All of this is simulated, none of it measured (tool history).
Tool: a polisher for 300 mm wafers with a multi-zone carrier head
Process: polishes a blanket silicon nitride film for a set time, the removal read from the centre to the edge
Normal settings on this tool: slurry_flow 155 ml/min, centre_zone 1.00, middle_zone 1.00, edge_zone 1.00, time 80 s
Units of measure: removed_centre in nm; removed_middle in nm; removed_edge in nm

run,day,slurry_flow,centre_zone,middle_zone,edge_zone,time,"incoming thickness of the incoming film, nm",removed_centre,removed_middle,removed_edge
1,0.000,155,0.92,1.08,1.00,80,645.4,103.9,114.4,108.3
2,1.000,135,1.00,1.00,1.00,80,659.8,106.7,104.2,106.5
# day 1.246: worn pad replaced by a new one
3,1.525,155,0.95,1.00,1.00,80,652.4,116.3,120.2,116.6
# day 1.825: carrier head's membrane replaced by a new one
# day 2.325: slurry nozzle cleaned
4,2.633,155,1.00,1.08,1.00,104,650.7,156.3,162.5,150.4
# day 3.592: edge zone pressure recalibrated
# day 4.079: centre zone pressure recalibrated
5,4.100,155,1.00,1.00,1.12,90,662.8,126.2,126.7,135.5
6,4.588,155,1.00,0.94,1.00,89,646.7,122.8,117.8,124.8
7,5.229,155,1.07,1.00,1.00,62,653.1,90.3,86.4,87.2
8,6.317,135,0.91,1.00,0.96,89,646.8,106.5,120.5,118.5
9,7.650,155,1.00,1.00,1.07,80,655.4,108.2,109.9,113.7
10,8.833,110,0.88,0.95,1.08,80,639.9,86.9,97.5,107.7
11,9.354,170,0.92,0.95,1.00,98,645.1,125.9,130.8,135.0
# day 10.667: worn pad replaced by a new one
12,10.688,155,1.00,1.00,1.00,80,658.3,116.8,116.8,116.2
13,11.717,170,1.07,0.97,0.90,80,653.5,123.8,114.9,110.4
14,12.238,185,1.00,1.00,1.00,61,659.2,89.3,88.7,87.3
15,13.050,155,0.90,0.94,1.00,93,654.8,115.8,126.2,129.6
16,14.412,155,1.00,1.00,1.00,80,653.1,110.4,113.4,110.8
17,15.833,100,1.09,1.00,1.00,80,653.4,105.7,96.7,101.1
18,17.192,155,1.00,1.00,1.00,80,652.1,109.5,109.4,109.4
19,18.683,175,1.00,1.00,1.00,73,643.8,101.2,103.3,99.3
20,20.125,155,1.00,1.00,1.00,80,644.4,109.1,107.9,107.4
21,21.429,115,1.00,1.10,0.93,80,653.2,101.1,107.8,98.4

5 ways to go on from here, each from the tool as it stands after run 21. What would each give?
A,21.450,155,1.00,1.00,1.00,80,645.6,?,?,?
B,21.450,155,1.00,1.07,1.00,91,645.6,?,?,?
C,21.450,155,1.06,1.00,1.07,92,645.6,?,?,?
D,21.450,210,1.09,1.00,0.97,62,645.6,?,?,?
E,21.450,155,1.00,1.00,1.00,53,645.6,?,?,?

run,removed_centre,removed_middle,removed_edge
A,107.5,107.4,107.7
B,122.3,128.5,122.4
C,131.1,123.5,128.1
D,96.1,87.5,85.4
E,71.2,71.2,71.4
Without the tool's hidden state the same runs would have given:
run,removed_centre,removed_middle,removed_edge
A,116.3,118.9,119.2
B,132.4,142.2,135.5
C,141.8,136.7,141.7
D,104.0,96.9,94.5
E,77.1,78.8,79.0

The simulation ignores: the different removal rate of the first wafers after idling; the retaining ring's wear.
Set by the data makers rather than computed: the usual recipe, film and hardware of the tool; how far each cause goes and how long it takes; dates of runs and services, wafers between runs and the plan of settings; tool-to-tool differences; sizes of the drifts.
